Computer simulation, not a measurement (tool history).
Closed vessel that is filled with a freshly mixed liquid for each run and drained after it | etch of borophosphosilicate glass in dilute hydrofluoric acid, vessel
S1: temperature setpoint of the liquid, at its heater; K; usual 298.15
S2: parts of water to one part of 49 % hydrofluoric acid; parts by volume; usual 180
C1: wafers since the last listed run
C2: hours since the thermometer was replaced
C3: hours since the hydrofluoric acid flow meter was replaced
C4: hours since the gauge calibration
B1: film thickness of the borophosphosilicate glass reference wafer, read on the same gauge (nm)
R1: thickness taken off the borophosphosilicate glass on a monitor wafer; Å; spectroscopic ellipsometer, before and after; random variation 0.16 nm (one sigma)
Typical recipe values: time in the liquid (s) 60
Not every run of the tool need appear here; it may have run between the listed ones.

{"run": 1, "hour": 0.0, "S1": 298.15, "S2": 180, "time in the liquid (s)": 60, "C1": 0, "C2": 1709.4, "C3": 108.2, "C4": 558.3, "B1": 60.02, "R1": 180.4}
{"run": 2, "hour": 91.8, "S1": 298.15, "S2": 180, "time in the liquid (s)": 60, "C1": 13293, "C2": 1801.2, "C3": 200.0, "C4": 650.1, "B1": 60.0, "R1": 180.9}
{"run": 3, "hour": 143.8, "S1": 294.65, "S2": 180, "time in the liquid (s)": 80, "C1": 7530, "C2": 1853.2, "C3": 252.0, "C4": 702.1, "B1": 59.99, "R1": 207.5}
{"run": 4, "hour": 183.7, "S1": 294.65, "S2": 180, "time in the liquid (s)": 80, "C1": 5777, "C2": 1893.1, "C3": 291.9, "C4": 742.0, "B1": 60.04, "R1": 207.6}
{"run": 5, "hour": 272.2, "S1": 301.15, "S2": 180, "time in the liquid (s)": 45, "C1": 12815, "C2": 1981.6, "C3": 380.4, "C4": 830.5, "B1": 60.0, "R1": 144.2}
{"hour": 303.6, "done": "hydrofluoric acid flow meter replaced"}
{"run": 6, "hour": 325.1, "S1": 298.15, "S2": 130, "time in the liquid (s)": 60, "C1": 7515, "C2": 2034.5, "C3": 21.5, "C4": 883.4, "B1": 59.99, "R1": 274.2}
{"run": 7, "hour": 417.7, "S1": 298.15, "S2": 130, "time in the liquid (s)": 60, "C1": 13409, "C2": 2127.1, "C3": 114.1, "C4": 976.0, "B1": 60.02, "R1": 270.7}
{"run": 8, "hour": 504.5, "S1": 295.65, "S2": 180, "time in the liquid (s)": 60, "C1": 12569, "C2": 2213.9, "C3": 200.9, "C4": 1062.8, "B1": 60.0, "R1": 163.3}
{"run": 9, "hour": 575.7, "S1": 295.65, "S2": 180, "time in the liquid (s)": 60, "C1": 10310, "C2": 2285.1, "C3": 272.1, "C4": 1134.0, "B1": 59.99, "R1": 161.5}
{"run": 10, "hour": 618.3, "S1": 295.65, "S2": 180, "time in the liquid (s)": 60, "C1": 6168, "C2": 2327.7, "C3": 314.7, "C4": 1176.6, "B1": 59.99, "R1": 162.3}
{"run": 11, "hour": 662.2, "S1": 298.15, "S2": 180, "time in the liquid (s)": 60, "C1": 6357, "C2": 2371.6, "C3": 358.6, "C4": 1220.5, "B1": 60.01, "R1": 173.1}
{"hour": 751.6, "done": "hydrofluoric acid flow meter replaced"}
{"run": 12, "hour": 914.9, "S1": 298.15, "S2": 180, "time in the liquid (s)": 60, "C1": 36448, "C2": 2624.3, "C3": 163.3, "C4": 1473.2, "B1": 59.98, "R1": 184.9}
{"hour": 931.2, "done": "thermometer replaced"}
{"hour": 1119.9, "done": "hydrofluoric acid flow meter replaced"}
{"run": 13, "hour": 1195.3, "S1": 301.65, "S2": 240, "time in the liquid (s)": 80, "C1": 40314, "C2": 264.1, "C3": 75.4, "C4": 1753.6, "B1": 60.01, "R1": 184.4}
{"run": 14, "hour": 1296.6, "S1": 301.15, "S2": 180, "time in the liquid (s)": 75, "C1": 14669, "C2": 365.4, "C3": 176.7, "C4": 1854.9, "B1": 60.0, "R1": 235.8}
{"hour": 1329.7, "done": "gauge calibrated"}
{"run": 15, "hour": 1335.7, "S1": 298.15, "S2": 155, "time in the liquid (s)": 70, "C1": 5662, "C2": 404.5, "C3": 215.8, "C4": 6.0, "B1": 60.01, "R1": 231.6}
{"run": 16, "hour": 1384.1, "S1": 298.15, "S2": 180, "time in the liquid (s)": 30, "C1": 7008, "C2": 452.9, "C3": 264.2, "C4": 54.4, "B1": 59.98, "R1": 82.9}
{"run": 17, "hour": 1474.2, "S1": 298.15, "S2": 180, "time in the liquid (s)": 60, "C1": 13047, "C2": 543.0, "C3": 354.3, "C4": 144.5, "B1": 59.98, "R1": 165.2}
{"run": 18, "hour": 1520.2, "S1": 298.15, "S2": 180, "time in the liquid (s)": 60, "C1": 6661, "C2": 589.0, "C3": 400.3, "C4": 190.5, "B1": 59.96, "R1": 164.4}
{"hour": 1563.7, "done": "hydrofluoric acid flow meter replaced"}
{"run": 19, "hour": 1569.8, "S1": 301.65, "S2": 155, "time in the liquid (s)": 85, "C1": 7037, "C2": 638.6, "C3": 6.1, "C4": 240.1, "B1": 59.98, "R1": 345.1}
{"run": 20, "hour": 1622.0, "S1": 298.15, "S2": 180, "time in the liquid (s)": 75, "C1": 7558, "C2": 690.8, "C3": 58.3, "C4": 292.3, "B1": 60.0, "R1": 222.2}
{"run": 21, "hour": 1688.9, "S1": 298.15, "S2": 180, "time in the liquid (s)": 60, "C1": 9687, "C2": 757.7, "C3": 125.2, "C4": 359.2, "B1": 60.0, "R1": 175.4}
{"run": 22, "hour": 1752.4, "S1": 294.15, "S2": 180, "time in the liquid (s)": 30, "C1": 9195, "C2": 821.2, "C3": 188.7, "C4": 422.7, "B1": 59.97, "R1": 73.9}
{"run": 23, "hour": 1945.3, "S1": 303.15, "S2": 180, "time in the liquid (s)": 60, "C1": 27933, "C2": 1014.1, "C3": 381.6, "C4": 615.6, "B1": 60.03, "R1": 198.4}
{"hour": 1955.3, "done": "hydrofluoric acid flow meter replaced"}
{"run": 24, "hour": 2037.8, "S1": 298.15, "S2": 120, "time in the liquid (s)": 60, "C1": 13249, "C2": 1106.6, "C3": 82.5, "C4": 708.1, "B1": 59.97, "R1": 288.8}
{"run": 25, "hour": 2129.6, "S1": 298.15, "S2": 125, "time in the liquid (s)": 60, "C1": 13293, "C2": 1198.4, "C3": 174.3, "C4": 799.9, "B1": 60.0, "R1": 274.1}

Forecast each of these 4 alternatives for the next run:
{"run": "A", "hour": 2130.3, "S1": 298.15, "S2": 180, "time in the liquid (s)": 60, "C1": 101, "C2": 1199.1, "C3": 175.0, "C4": 800.6, "B1": "?", "R1": "?"}
{"run": "B", "hour": 2130.3, "S1": 298.15, "S2": 105, "time in the liquid (s)": 45, "C1": 101, "C2": 1199.1, "C3": 175.0, "C4": 800.6, "B1": "?", "R1": "?"}
{"run": "C", "hour": 2130.3, "S1": 294.15, "S2": 210, "time in the liquid (s)": 35, "C1": 101, "C2": 1199.1, "C3": 175.0, "C4": 800.6, "B1": "?", "R1": "?"}
{"run": "D", "hour": 2130.3, "S1": 298.15, "S2": 100, "time in the liquid (s)": 70, "C1": 101, "C2": 1199.1, "C3": 175.0, "C4": 800.6, "B1": "?", "R1": "?"}

run=A B1=59.98 R1=174.3
run=B B1=59.98 R1=246.3
run=C B1=59.98 R1=72.7
run=D B1=59.98 R1=405.0
Without the tool's unlogged condition, the same runs would have read:
run=A R1=174.2
run=B R1=244.8
run=C R1=72.6
run=D R1=402.4
